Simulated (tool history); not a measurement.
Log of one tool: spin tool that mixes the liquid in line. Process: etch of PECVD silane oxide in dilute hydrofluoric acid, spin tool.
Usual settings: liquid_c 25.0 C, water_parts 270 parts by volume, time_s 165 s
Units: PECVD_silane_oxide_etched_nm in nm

run   hour  liquid_c  water_parts  time_s  read-back film thickness of the PECVD silane oxide reference wafer, read on the same gauge (nm)  PECVD_silane_oxide_etched_nm
  1    0.0      25.0          350     165                                                                                            80.00                         12.35
  2   18.8      25.0          270     105                                                                                            79.99                         10.91
  3   45.1      25.0          270     105                                                                                            80.00                         10.97
  4   76.8      25.0          270     105                                                                                            80.00                         10.91
  5  110.9      25.0          270     165                                                                                            79.98                         17.34
  6  125.2      25.0          270     165                                                                                            79.98                         17.27
  7  146.5      25.0          270     165                                                                                            80.01                         17.31
  8  160.6      25.0          270     215                                                                                            80.01                         22.38
  9  195.9      25.0          270     165                                                                                            79.99                         17.45
 10  214.9      25.0          270     165                                                                                            80.01                         17.36
 11  295.5      25.0          270     165                                                                                            79.99                         17.16
 12  313.6      25.0          270     165                                                                                            80.03                         17.27
 13  333.6      25.0          270     165                                                                                            80.02                         17.21
 14  354.7      25.0          165     165                                                                                            79.97                         31.59
 15  385.1      26.5          375      70                                                                                            80.01                          5.06
 16  418.8      25.0          270     165                                                                                            80.03                         17.34
 17  432.6      25.0          270     165                                                                                            80.00                         17.27
 18  458.3      25.0          270     165                                                                                            79.98                         17.11
 19  478.1      22.5          270     165                                                                                            80.01                         15.98
 20  501.8      25.0          135     165                                                                                            80.01                         40.15
 21  535.2      25.0          270     245                                                                                            80.03                         25.74
 22  563.3      28.0          270      90                                                                                            80.01                         10.52
 23  590.7      25.0          365     220                                                                                            80.02                         15.61
 24  620.5      25.0          375     240                                                                                            80.01                         16.50
 25  639.0      25.0          270     165                                                                                            79.98                         17.32
 26  666.0      25.0          270     110                                                                                            80.00                         11.38
 27  693.9      27.5          200      85                                                                                            80.00                         14.11

Not shown: 3 entries that the log had between the listed runs. Between which runs, and how does the tool's hidden state differ before and after?
Between runs 11 and 12: thermometer replaced (hour 305.8)
  no hidden state differs between the two runs
Between runs 13 and 14: gauge calibrated (hour 334.3); hydrofluoric acid flow meter replaced (hour 341.9)
  no hidden state differs between the two runs
